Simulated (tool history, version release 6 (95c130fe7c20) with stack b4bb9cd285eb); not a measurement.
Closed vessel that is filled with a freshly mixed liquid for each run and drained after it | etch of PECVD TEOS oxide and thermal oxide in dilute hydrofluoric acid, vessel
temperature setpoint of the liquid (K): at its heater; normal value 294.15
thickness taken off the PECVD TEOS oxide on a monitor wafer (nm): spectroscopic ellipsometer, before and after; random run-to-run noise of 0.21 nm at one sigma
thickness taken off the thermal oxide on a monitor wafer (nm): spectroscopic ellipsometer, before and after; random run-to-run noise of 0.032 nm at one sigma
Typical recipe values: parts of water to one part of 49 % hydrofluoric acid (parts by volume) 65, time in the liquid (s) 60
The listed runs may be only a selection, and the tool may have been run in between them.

run	day	temperature setpoint of the liquid (K)	parts of water to one part of 49 % hydrofluoric acid (parts by volume)	time in the liquid (s)	read-back film thickness of the PECVD TEOS oxide reference wafer, read on the same gauge (nm)	read-back film thickness of the thermal oxide reference wafer, read on the same gauge (nm)	thickness taken off the PECVD TEOS oxide on a monitor wafer (nm)	thickness taken off the thermal oxide on a monitor wafer (nm)
1	0.000	294.15	65	60	89.98	70.017	19.85	3.489
2	0.571	292.15	65	60	89.99	70.007	18.51	3.161
3	1.733	294.15	65	60	90.01	69.997	20.13	3.500
4	2.883	294.15	65	60	90.01	69.987	19.76	3.477
5	4.138	294.15	65	60	89.99	70.024	19.79	3.464
6	6.562	294.15	65	60	90.00	69.996	19.80	3.426
7	8.771	294.15	65	60	90.01	70.002	19.51	3.445
8	10.017	294.15	65	60	90.01	69.980	19.47	3.396
9	10.950	294.15	65	80	90.03	70.009	26.45	4.575
10	14.067	294.15	45	40	89.98	69.991	18.91	3.326
# day 14.838: thermometer replaced
# day 14.862: gauge calibrated
11	14.962	299.15	35	60	90.01	69.989	51.67	8.962
12	15.529	294.15	55	35	90.00	69.994	15.14	2.613
13	16.542	294.15	65	60	89.99	69.977	21.39	3.738
14	17.117	297.15	75	40	90.00	69.994	13.77	2.435
15	17.983	294.15	50	60	90.01	69.989	28.42	4.954
# day 18.642: hydrofluoric acid flow meter replaced
16	18.738	294.15	90	60	90.00	69.991	15.18	2.588
17	19.558	294.15	55	60	89.99	69.988	25.47	4.440
18	20.696	294.15	65	60	89.99	70.012	21.56	3.750
19	21.562	297.65	45	40	90.01	69.980	24.31	4.265
20	22.300	294.15	45	85	90.00	69.972	44.86	7.806
21	23.683	294.15	50	40	90.00	70.010	18.93	3.261
22	25.029	298.15	65	60	89.99	70.004	25.19	4.300
23	25.908	294.15	65	60	90.01	70.015	20.87	3.643
24	27.146	294.15	65	60	89.98	69.958	20.92	3.641
25	27.658	294.15	45	30	90.00	70.000	15.88	2.742
26	28.729	294.15	45	75	90.00	69.963	38.92	6.767

For each run, the measured value with the value that run would have given without the tool's hidden condition subtracted. The run-to-run variation is shared by both, the gauge scatter possibly not:
Hidden state present: liquid colder than its thermometer reads (K); hydrofluoric acid flow above the setpoint (%); gauge reads high (%).
run	thickness taken off the PECVD TEOS oxide on a monitor wafer (nm)	thickness taken off the thermal oxide on a monitor wafer (nm)
1	-1.68	-0.296
2	-1.63	-0.278
3	-1.80	-0.311
4	-1.81	-0.318
5	-1.86	-0.326
6	-1.97	-0.342
7	-2.05	-0.361
8	-2.10	-0.366
9	-2.91	-0.503
10	-2.25	-0.396
11	-0.32	-0.056
12	-0.12	-0.020
13	-0.21	-0.036
14	-0.14	-0.026
15	-0.36	-0.063
16	-0.21	-0.037
17	-0.41	-0.071
18	-0.39	-0.068
19	-0.48	-0.084
20	-0.99	-0.170
21	-0.47	-0.081
22	-0.66	-0.113
23	-0.61	-0.106
24	-0.67	-0.116
25	-0.53	-0.091
26	-1.40	-0.243

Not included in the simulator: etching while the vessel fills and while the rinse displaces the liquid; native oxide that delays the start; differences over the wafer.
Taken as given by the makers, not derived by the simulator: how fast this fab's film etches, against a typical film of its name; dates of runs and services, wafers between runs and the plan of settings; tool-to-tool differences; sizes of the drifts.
